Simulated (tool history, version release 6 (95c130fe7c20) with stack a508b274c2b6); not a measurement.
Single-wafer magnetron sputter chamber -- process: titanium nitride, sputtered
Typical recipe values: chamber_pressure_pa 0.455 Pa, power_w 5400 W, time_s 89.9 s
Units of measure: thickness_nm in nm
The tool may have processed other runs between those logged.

run   hour  chamber_pressure_pa  power_w  time_s  wafers since the last listed run  wafers on the sputter target  hours since the last manometer calibration  hours since the magnet pack was replaced  hours since the gauge calibration  read-back reference wafer on the same gauge, thickness_nm  thickness_nm
  1      0                0.404     5400    85.7                                 0                          2888                                         708                                   11762.6                              305.1                                                     81.512        84.987
  2   60.8                0.404     5400    85.7                               800                          3688                                       768.8                                   11823.4                              365.9                                                     81.418        85.133
     184.7  -- sputter target and shields replaced
     202.3  -- capacitance manometer re-zeroed and calibrated
  3  241.1                0.404     5400    85.7                              2161                           636                                        38.8                                   12003.7                              546.2                                                      81.54        85.841
  4  304.9                0.455     5050    89.9                               839                          1475                                       102.6                                   12067.5                                610                                                     81.473        83.012
  5  512.2                0.455     5050    89.9                              2727                          4203                                       309.9                                   12274.8                              817.3                                                     81.464        80.773
     557.8  -- sputter target and shields replaced
  6  604.4                0.537     5400    89.9                              1107                           613                                       402.1                                     12367                              909.5                                                     81.564        88.101
  7  707.7                0.595     5400    89.9                              1359                          1972                                       505.4                                   12470.3                             1012.8                                                      81.52        86.168
  8  770.2                0.595     5400    89.9                               822                          2795                                       567.9                                   12532.8                             1075.3                                                     81.599        86.774
  9  807.5                0.595     5400    89.9                               490                          3286                                       605.2                                   12570.1                             1112.6                                                     81.579        85.501
     879.5  -- sputter target and shields replaced
 10  880.9                0.373     4650    84.8                               860                            18                                       678.6                                   12643.5                               1186                                                     81.609        74.476
 11  979.8                0.455     5400    89.9                              1301                          1319                                       777.5                                   12742.4                             1284.9                                                     81.593        89.836

Forecast run 12:
     1223.4  -- sputter target and shields replaced
     1223.9  -- capacitance manometer re-zeroed and calibrated
     1230.4  -- magnet pack replaced
 12  1264.8                0.455     6350    72.7                              3552                           452                                        40.9                                      34.4                             1569.9                                                          ?             ?

read-back reference wafer on the same gauge, thickness_nm: 81.496
thickness_nm: 85.652 nm
On a tool with no hidden condition, and with the same random variation, this run would have come out at thickness_nm 86.051 nm.

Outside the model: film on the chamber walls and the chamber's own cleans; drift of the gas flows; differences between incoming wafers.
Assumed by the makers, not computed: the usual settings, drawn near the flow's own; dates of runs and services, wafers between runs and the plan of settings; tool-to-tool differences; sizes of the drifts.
